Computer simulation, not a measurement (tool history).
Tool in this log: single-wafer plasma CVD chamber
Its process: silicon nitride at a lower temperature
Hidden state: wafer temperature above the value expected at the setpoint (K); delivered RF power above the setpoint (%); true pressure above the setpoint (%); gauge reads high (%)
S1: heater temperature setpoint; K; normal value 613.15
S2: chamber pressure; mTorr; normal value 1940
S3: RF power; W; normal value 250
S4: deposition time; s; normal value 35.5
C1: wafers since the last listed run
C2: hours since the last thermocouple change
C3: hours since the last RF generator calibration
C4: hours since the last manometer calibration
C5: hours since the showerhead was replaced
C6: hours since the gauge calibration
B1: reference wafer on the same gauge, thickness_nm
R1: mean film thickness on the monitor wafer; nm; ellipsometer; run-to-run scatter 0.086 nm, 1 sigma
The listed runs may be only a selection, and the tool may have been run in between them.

run	hour	S1	S2	S3	S4	C1	C2	C3	C4	C5	C6	B1	R1
1	0	613.15	1940	250	35.5	0	485.4	1426.6	966.6	5184.2	151.7	39.679	35.95
2	16.6	613.15	1940	250	35.5	223	502	1443.2	983.2	5200.8	168.3	39.662	36.155
3	94.4	613.15	1940	250	35.5	1047	579.8	1521	1061	5278.6	246.1	39.67	35.931
4	115.8	613.15	1940	250	35.5	288	601.2	1542.4	1082.4	5300	267.5	39.708	35.964
# hour 147.6: gauge calibrated
5	150.6	613.15	1940	270	35.5	468	636	1577.2	1117.2	5334.8	3	39.741	37.399
# hour 177.2: showerhead replaced
# hour 178.2: RF generator calibrated
6	178.7	613.15	1940	270	35.5	256	664.1	0.5	1145.3	1.5	31.1	39.746	37.321
7	199	613.15	1940	270	35.5	273	684.4	20.8	1165.6	21.8	51.4	39.707	37.219
8	220.4	613.15	2190	250	35.5	288	705.8	42.2	1187	43.2	72.8	39.679	37.426
# hour 228.7: capacitance manometer re-zeroed and calibrated
9	249.9	613.15	2090	250	35.5	289	735.3	71.7	21.2	72.7	102.3	39.701	37.737
10	284.7	613.15	2200	250	35.5	468	770.1	106.5	56	107.5	137.1	39.697	38.296
11	313.6	601.15	1610	210	35.5	389	799	135.4	84.9	136.4	166	39.677	31.809
12	335.8	613.15	1940	250	35.5	298	821.2	157.6	107.1	158.6	188.2	39.702	36.835
# hour 344.8: thermocouple changed; heater temperature recalibrated
13	370.9	613.15	1600	250	35.5	364	26.1	192.7	142.2	193.7	223.3	39.682	34.599
14	384.1	621.15	2230	230	33.3	177	39.3	205.9	155.4	206.9	236.5	39.697	34.349
15	403.2	628.15	1940	210	35.5	257	58.4	225	174.5	226	255.6	39.688	33.518
16	416.9	613.15	1940	250	35.5	184	72.1	238.7	188.2	239.7	269.3	39.716	36.683
17	431.8	613.15	2200	250	35.5	200	87	253.6	203.1	254.6	284.2	39.666	38.272

Here are 4 independent what-if runs from the current tool condition. What would each one return?
A	432.2	613.15	1940	285	35.5	5	87.4	254	203.5	255	284.6	?	?
B	432.2	613.15	1940	250	29.7	5	87.4	254	203.5	255	284.6	?	?
C	432.2	613.15	1940	215	35.5	5	87.4	254	203.5	255	284.6	?	?
D	432.2	613.15	1700	265	35.5	5	87.4	254	203.5	255	284.6	?	?

run	B1	R1
A	39.656	39.169
B	39.656	30.618
C	39.656	33.879
D	39.656	36.122
Take away the tool's hidden state, keep each run's random variation, and the runs would have read:
run	R1
A	39.381
B	30.784
C	34.062
D	36.321
